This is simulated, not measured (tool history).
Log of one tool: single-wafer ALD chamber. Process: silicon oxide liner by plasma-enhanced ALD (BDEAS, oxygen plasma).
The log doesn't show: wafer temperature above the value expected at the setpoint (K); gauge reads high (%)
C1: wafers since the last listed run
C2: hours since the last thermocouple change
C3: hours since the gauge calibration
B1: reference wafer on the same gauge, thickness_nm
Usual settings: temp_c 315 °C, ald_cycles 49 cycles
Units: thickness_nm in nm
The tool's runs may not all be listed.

{"run": 1, "hour": 0.0, "temp_c": 315, "ald_cycles": 49, "C1": 0, "C2": 1483.2, "C3": 109.0, "B1": 4.797, "thickness_nm": 4.138}
{"run": 2, "hour": 17.6, "temp_c": 315, "ald_cycles": 49, "C1": 177, "C2": 1500.8, "C3": 126.6, "B1": 4.802, "thickness_nm": 4.127}
{"run": 3, "hour": 33.0, "temp_c": 315, "ald_cycles": 49, "C1": 155, "C2": 1516.2, "C3": 142.0, "B1": 4.805, "thickness_nm": 4.116}
{"run": 4, "hour": 39.5, "temp_c": 315, "ald_cycles": 49, "C1": 65, "C2": 1522.7, "C3": 148.5, "B1": 4.807, "thickness_nm": 4.144}
{"run": 5, "hour": 53.8, "temp_c": 315, "ald_cycles": 49, "C1": 143, "C2": 1537.0, "C3": 162.8, "B1": 4.81, "thickness_nm": 4.131}
{"run": 6, "hour": 64.3, "temp_c": 325, "ald_cycles": 49, "C1": 105, "C2": 1547.5, "C3": 173.3, "B1": 4.813, "thickness_nm": 4.094}
{"run": 7, "hour": 71.3, "temp_c": 325, "ald_cycles": 49, "C1": 70, "C2": 1554.5, "C3": 180.3, "B1": 4.815, "thickness_nm": 4.104}
{"run": 8, "hour": 80.5, "temp_c": 325, "ald_cycles": 49, "C1": 92, "C2": 1563.7, "C3": 189.5, "B1": 4.818, "thickness_nm": 4.104}
{"run": 9, "hour": 96.8, "temp_c": 315, "ald_cycles": 49, "C1": 164, "C2": 1580.0, "C3": 205.8, "B1": 4.819, "thickness_nm": 4.162}
{"run": 10, "hour": 112.4, "temp_c": 315, "ald_cycles": 49, "C1": 157, "C2": 1595.6, "C3": 221.4, "B1": 4.822, "thickness_nm": 4.169}
{"run": 11, "hour": 125.1, "temp_c": 315, "ald_cycles": 49, "C1": 127, "C2": 1608.3, "C3": 234.1, "B1": 4.821, "thickness_nm": 4.163}
{"run": 12, "hour": 133.4, "temp_c": 315, "ald_cycles": 49, "C1": 83, "C2": 1616.6, "C3": 242.4, "B1": 4.825, "thickness_nm": 4.149}
{"run": 13, "hour": 141.9, "temp_c": 315, "ald_cycles": 54, "C1": 85, "C2": 1625.1, "C3": 250.9, "B1": 4.823, "thickness_nm": 4.569}
{"run": 14, "hour": 155.6, "temp_c": 315, "ald_cycles": 54, "C1": 137, "C2": 1638.8, "C3": 264.6, "B1": 4.821, "thickness_nm": 4.593}
{"run": 15, "hour": 169.2, "temp_c": 315, "ald_cycles": 49, "C1": 136, "C2": 1652.4, "C3": 278.2, "B1": 4.828, "thickness_nm": 4.172}
{"run": 16, "hour": 219.3, "temp_c": 315, "ald_cycles": 49, "C1": 504, "C2": 1702.5, "C3": 328.3, "B1": 4.826, "thickness_nm": 4.159}
{"run": 17, "hour": 228.6, "temp_c": 309, "ald_cycles": 53, "C1": 93, "C2": 1711.8, "C3": 337.6, "B1": 4.833, "thickness_nm": 4.521}
{"run": 18, "hour": 245.7, "temp_c": 315, "ald_cycles": 49, "C1": 172, "C2": 1728.9, "C3": 354.7, "B1": 4.832, "thickness_nm": 4.153}
{"run": 19, "hour": 254.0, "temp_c": 315, "ald_cycles": 49, "C1": 83, "C2": 1737.2, "C3": 363.0, "B1": 4.832, "thickness_nm": 4.132}
{"run": 20, "hour": 260.6, "temp_c": 315, "ald_cycles": 49, "C1": 66, "C2": 1743.8, "C3": 369.6, "B1": 4.833, "thickness_nm": 4.146}
{"run": 21, "hour": 273.8, "temp_c": 315, "ald_cycles": 49, "C1": 132, "C2": 1757.0, "C3": 382.8, "B1": 4.834, "thickness_nm": 4.158}
{"run": 22, "hour": 283.9, "temp_c": 302, "ald_cycles": 54, "C1": 101, "C2": 1767.1, "C3": 392.9, "B1": 4.839, "thickness_nm": 4.673}
{"run": 23, "hour": 300.7, "temp_c": 315, "ald_cycles": 49, "C1": 169, "C2": 1783.9, "C3": 409.7, "B1": 4.835, "thickness_nm": 4.169}
{"run": 24, "hour": 307.5, "temp_c": 310, "ald_cycles": 52, "C1": 68, "C2": 1790.7, "C3": 416.5, "B1": 4.836, "thickness_nm": 4.447}
{"run": 25, "hour": 321.1, "temp_c": 306, "ald_cycles": 52, "C1": 136, "C2": 1804.3, "C3": 430.1, "B1": 4.833, "thickness_nm": 4.44}
{"run": 26, "hour": 336.3, "temp_c": 310, "ald_cycles": 40, "C1": 152, "C2": 1819.5, "C3": 445.3, "B1": 4.837, "thickness_nm": 3.411}
{"run": 27, "hour": 345.5, "temp_c": 305, "ald_cycles": 56, "C1": 92, "C2": 1828.7, "C3": 454.5, "B1": 4.837, "thickness_nm": 4.832}
{"run": 28, "hour": 356.7, "temp_c": 307, "ald_cycles": 56, "C1": 112, "C2": 1839.9, "C3": 465.7, "B1": 4.84, "thickness_nm": 4.817}
{"run": 29, "hour": 370.6, "temp_c": 330, "ald_cycles": 41, "C1": 139, "C2": 1853.8, "C3": 479.6, "B1": 4.834, "thickness_nm": 3.406}
{"hour": 384.0, "done": "gauge calibrated"}
{"hour": 387.1, "done": "thermocouple changed; heater temperature recalibrated"}
{"run": 30, "hour": 387.6, "temp_c": 327, "ald_cycles": 57, "C1": 90, "C2": 0.5, "C3": 3.6, "B1": 4.754, "thickness_nm": 4.704}
{"run": 31, "hour": 391.4, "temp_c": 315, "ald_cycles": 49, "C1": 38, "C2": 4.3, "C3": 7.4, "B1": 4.756, "thickness_nm": 4.071}
{"run": 32, "hour": 403.4, "temp_c": 315, "ald_cycles": 49, "C1": 120, "C2": 16.3, "C3": 19.4, "B1": 4.763, "thickness_nm": 4.079}
{"run": 33, "hour": 414.8, "temp_c": 320, "ald_cycles": 54, "C1": 114, "C2": 27.7, "C3": 30.8, "B1": 4.773, "thickness_nm": 4.5}
{"run": 34, "hour": 428.4, "temp_c": 315, "ald_cycles": 58, "C1": 136, "C2": 41.3, "C3": 44.4, "B1": 4.777, "thickness_nm": 4.872}
{"run": 35, "hour": 441.4, "temp_c": 315, "ald_cycles": 49, "C1": 130, "C2": 54.3, "C3": 57.4, "B1": 4.781, "thickness_nm": 4.125}
{"run": 36, "hour": 455.7, "temp_c": 315, "ald_cycles": 53, "C1": 143, "C2": 68.6, "C3": 71.7, "B1": 4.787, "thickness_nm": 4.447}
{"run": 37, "hour": 463.7, "temp_c": 315, "ald_cycles": 43, "C1": 80, "C2": 76.6, "C3": 79.7, "B1": 4.792, "thickness_nm": 3.634}
{"run": 38, "hour": 480.8, "temp_c": 315, "ald_cycles": 49, "C1": 172, "C2": 93.7, "C3": 96.8, "B1": 4.798, "thickness_nm": 4.127}
{"run": 39, "hour": 496.3, "temp_c": 329, "ald_cycles": 49, "C1": 156, "C2": 109.2, "C3": 112.3, "B1": 4.796, "thickness_nm": 4.065}
{"run": 40, "hour": 506.2, "temp_c": 303, "ald_cycles": 41, "C1": 99, "C2": 119.1, "C3": 122.2, "B1": 4.804, "thickness_nm": 3.515}

The same runs without the tool's hidden state, with the same run-to-run variation:
run=1 thickness_nm=4.106
run=2 thickness_nm=4.091
run=3 thickness_nm=4.077
run=4 thickness_nm=4.103
run=5 thickness_nm=4.088
run=6 thickness_nm=4.050
run=7 thickness_nm=4.058
run=8 thickness_nm=4.057
run=9 thickness_nm=4.113
run=10 thickness_nm=4.117
run=11 thickness_nm=4.110
run=12 thickness_nm=4.095
run=13 thickness_nm=4.509
run=14 thickness_nm=4.531
run=15 thickness_nm=4.115
run=16 thickness_nm=4.098
run=17 thickness_nm=4.454
run=18 thickness_nm=4.091
run=19 thickness_nm=4.070
run=20 thickness_nm=4.084
run=21 thickness_nm=4.095
run=22 thickness_nm=4.602
run=23 thickness_nm=4.104
run=24 thickness_nm=4.378
run=25 thickness_nm=4.371
run=26 thickness_nm=3.358
run=27 thickness_nm=4.756
run=28 thickness_nm=4.741
run=29 thickness_nm=3.353
run=30 thickness_nm=4.709
run=31 thickness_nm=4.074
run=32 thickness_nm=4.076
run=33 thickness_nm=4.491
run=34 thickness_nm=4.856
run=35 thickness_nm=4.107
run=36 thickness_nm=4.422
run=37 thickness_nm=3.611
run=38 thickness_nm=4.097
run=39 thickness_nm=4.032
run=40 thickness_nm=3.484
